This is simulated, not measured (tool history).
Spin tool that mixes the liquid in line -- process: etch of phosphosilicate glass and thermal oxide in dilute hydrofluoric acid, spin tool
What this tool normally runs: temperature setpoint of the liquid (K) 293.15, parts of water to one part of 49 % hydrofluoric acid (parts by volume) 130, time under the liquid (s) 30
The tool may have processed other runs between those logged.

run,hour,temperature setpoint of the liquid (K),parts of water to one part of 49 % hydrofluoric acid (parts by volume),time under the liquid (s),wafers since the last listed run,hours since the thermometer was replaced,hours since the hydrofluoric acid flow meter was replaced,hours since the gauge calibration,"read-back film thickness of the phosphosilicate glass reference wafer, read on the same gauge (nm)","read-back film thickness of the thermal oxide reference wafer, read on the same gauge (nm)",thickness taken off the phosphosilicate glass on a monitor wafer (nm),thickness taken off the thermal oxide on a monitor wafer (nm)
1,0,293.15,130,30,0,963.7,2481.6,158.7,60.01,70.018,37.98,0.774
2,16.4,293.15,130,30,188,980.1,2498,175.1,59.99,69.975,37.66,0.766
3,31.8,293.15,175,30,177,995.5,2513.4,190.5,60.04,69.988,27.33,0.541
# hour 40.3: hydrofluoric acid flow meter replaced
4,44.6,293.15,130,30,135,1008.3,4.3,203.3,59.99,69.993,37.56,0.786
5,59.8,293.15,130,30,174,1023.5,19.5,218.5,59.98,70.027,37.79,0.771
# hour 65.9: gauge calibrated
6,67.3,293.15,130,30,86,1031,27,1.4,60.02,70.022,38.42,0.733
# hour 70.2: thermometer replaced
7,84.8,293.15,130,30,189,14.6,44.5,18.9,59.98,69.997,36.01,0.714
8,95.7,293.15,130,30,125,25.5,55.4,29.8,60.01,69.999,35.76,0.704
9,106.2,293.15,130,30,120,36,65.9,40.3,59.99,70.012,35.87,0.694
10,114,293.15,100,40,89,43.8,73.7,48.1,60,69.981,63.99,1.272
11,124.2,296.15,195,15,117,54,83.9,58.3,60.02,69.981,12.59,0.247
12,132.9,290.65,190,30,100,62.7,92.6,67,60,69.984,20.94,0.407
13,142.3,293.15,95,45,108,72.1,102,76.4,60.04,70,76.43,1.503
# hour 144.9: thermometer replaced, repeated, since the last time left the tool worse
14,155.4,293.15,130,30,139,10.5,115.1,89.5,59.98,70.05,40.46,0.834
15,164.5,294.65,190,30,104,19.6,124.2,98.6,59.94,70.021,27.87,0.576
16,170.7,290.15,190,35,71,25.8,130.4,104.8,59.99,69.969,27.07,0.526
17,177.9,293.15,130,30,82,33,137.6,112,60.01,70.018,41.34,0.783
18,192.7,294.65,95,15,170,47.8,152.4,126.8,59.99,70.046,30.54,0.611
19,205,293.15,130,45,141,60.1,164.7,139.1,60.01,69.982,60.64,1.216
20,217.6,293.15,190,25,144,72.7,177.3,151.7,60.03,70.007,21.59,0.42
21,226.8,293.15,75,30,105,81.9,186.5,160.9,60.01,69.994,73.89,1.5
22,239.3,293.15,130,30,143,94.4,199,173.4,59.98,70.023,40.09,0.807
23,245.7,290.15,115,45,73,100.8,205.4,179.8,59.96,69.991,62.34,1.282
24,260.8,297.15,130,45,173,115.9,220.5,194.9,59.99,70,71.76,1.507
25,278.4,295.65,130,40,202,133.5,238.1,212.5,59.99,69.992,58.92,1.133
26,284.7,293.15,90,15,72,139.8,244.4,218.8,59.99,69.963,30.73,0.601
27,299.3,293.15,130,30,167,154.4,259,233.4,60,70.008,39.53,0.804

Alternative continuations, all from the tool just after run 27; predict every row:
A,299.7,293.15,130,15,4,154.8,259.4,233.8,?,?,?,?
B,299.7,293.15,145,30,4,154.8,259.4,233.8,?,?,?,?
C,299.7,295.15,100,15,4,154.8,259.4,233.8,?,?,?,?

run,"read-back film thickness of the phosphosilicate glass reference wafer, read on the same gauge (nm)","read-back film thickness of the thermal oxide reference wafer, read on the same gauge (nm)",thickness taken off the phosphosilicate glass on a monitor wafer (nm),thickness taken off the thermal oxide on a monitor wafer (nm)
A,59.99,70.03,20.49,0.404
B,59.99,70.03,36.16,0.713
C,59.99,70.03,29.85,0.588
Had the tool no hidden state, the same runs would have come out as:
run,thickness taken off the phosphosilicate glass on a monitor wafer (nm),thickness taken off the thermal oxide on a monitor wafer (nm)
A,20.77,0.409
B,36.65,0.722
C,30.27,0.597
